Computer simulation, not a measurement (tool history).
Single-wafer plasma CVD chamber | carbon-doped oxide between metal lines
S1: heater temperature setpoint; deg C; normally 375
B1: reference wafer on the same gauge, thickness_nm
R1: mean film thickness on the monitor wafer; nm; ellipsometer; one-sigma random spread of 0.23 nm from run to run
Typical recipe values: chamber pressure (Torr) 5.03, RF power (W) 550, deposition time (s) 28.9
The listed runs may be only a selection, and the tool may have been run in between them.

run 1 hour=0 | S1=375 chamber_pressure_(Torr)=5.03 RF_power_(W)=550 deposition_time_(s)=28.9 | B1=118.976 | R1=139.243
run 2 hour=13.9 | S1=375 chamber_pressure_(Torr)=5.03 RF_power_(W)=550 deposition_time_(s)=28.9 | B1=119.02 | R1=139.268
run 3 hour=21.7 | S1=375 chamber_pressure_(Torr)=5.03 RF_power_(W)=550 deposition_time_(s)=28.9 | B1=118.994 | R1=138.715
run 4 hour=36.9 | S1=375 chamber_pressure_(Torr)=5.03 RF_power_(W)=550 deposition_time_(s)=30.7 | B1=119.073 | R1=147.173
run 5 hour=53.4 | S1=375 chamber_pressure_(Torr)=5.03 RF_power_(W)=550 deposition_time_(s)=30.7 | B1=119.023 | R1=147.46
run 6 hour=63.4 | S1=375 chamber_pressure_(Torr)=5.03 RF_power_(W)=550 deposition_time_(s)=28.9 | B1=119.032 | R1=138.769
run 7 hour=80.8 | S1=375 chamber_pressure_(Torr)=5.03 RF_power_(W)=550 deposition_time_(s)=28.9 | B1=118.973 | R1=138.303
-- hour=96.6 capacitance manometer re-zeroed and calibrated
-- hour=101.5 thermocouple changed; heater temperature recalibrated
run 8 hour=102 | S1=375 chamber_pressure_(Torr)=5.03 RF_power_(W)=550 deposition_time_(s)=28.9 | B1=118.998 | R1=138.548
run 9 hour=102.5 | S1=375 chamber_pressure_(Torr)=5.03 RF_power_(W)=550 deposition_time_(s)=28.9 | B1=118.949 | R1=137.733
run 10 hour=111.8 | S1=375 chamber_pressure_(Torr)=5.03 RF_power_(W)=550 deposition_time_(s)=27.7 | B1=119.015 | R1=132.834
-- hour=113 gauge calibrated
run 11 hour=125 | S1=366 chamber_pressure_(Torr)=5.03 RF_power_(W)=650 deposition_time_(s)=28.9 | B1=119.034 | R1=159.647
-- hour=135.5 showerhead replaced
run 12 hour=136.6 | S1=379 chamber_pressure_(Torr)=5.03 RF_power_(W)=550 deposition_time_(s)=30.6 | B1=119.001 | R1=144.427
run 13 hour=145.9 | S1=388 chamber_pressure_(Torr)=5.03 RF_power_(W)=445 deposition_time_(s)=28.9 | B1=119.07 | R1=111.416
-- hour=161.8 RF generator calibrated
run 14 hour=162.3 | S1=365 chamber_pressure_(Torr)=5.94 RF_power_(W)=500 deposition_time_(s)=32.1 | B1=118.997 | R1=143.393
run 15 hour=170.6 | S1=375 chamber_pressure_(Torr)=5.03 RF_power_(W)=550 deposition_time_(s)=28.9 | B1=118.989 | R1=133.96
run 16 hour=184.8 | S1=375 chamber_pressure_(Torr)=5.03 RF_power_(W)=550 deposition_time_(s)=28.9 | B1=119.01 | R1=134.021
-- hour=194.2 RF generator calibrated, repeated, since the last time left the tool worse
run 17 hour=200 | S1=367 chamber_pressure_(Torr)=4.21 RF_power_(W)=590 deposition_time_(s)=28.9 | B1=118.942 | R1=153.553
run 18 hour=213.3 | S1=383 chamber_pressure_(Torr)=4.4 RF_power_(W)=550 deposition_time_(s)=28.9 | B1=118.994 | R1=140.644

Estimate the outcome of run 19 from the log above:
run 19 hour=227 | S1=367 chamber_pressure_(Torr)=5.03 RF_power_(W)=550 deposition_time_(s)=28.9 | B1=? | R1=?

{"run 19": {"B1": 118.975, "R1": 148.285}}
On a tool with no hidden condition, and with the same random variation, this run would have come out at R1 148.978 nm.
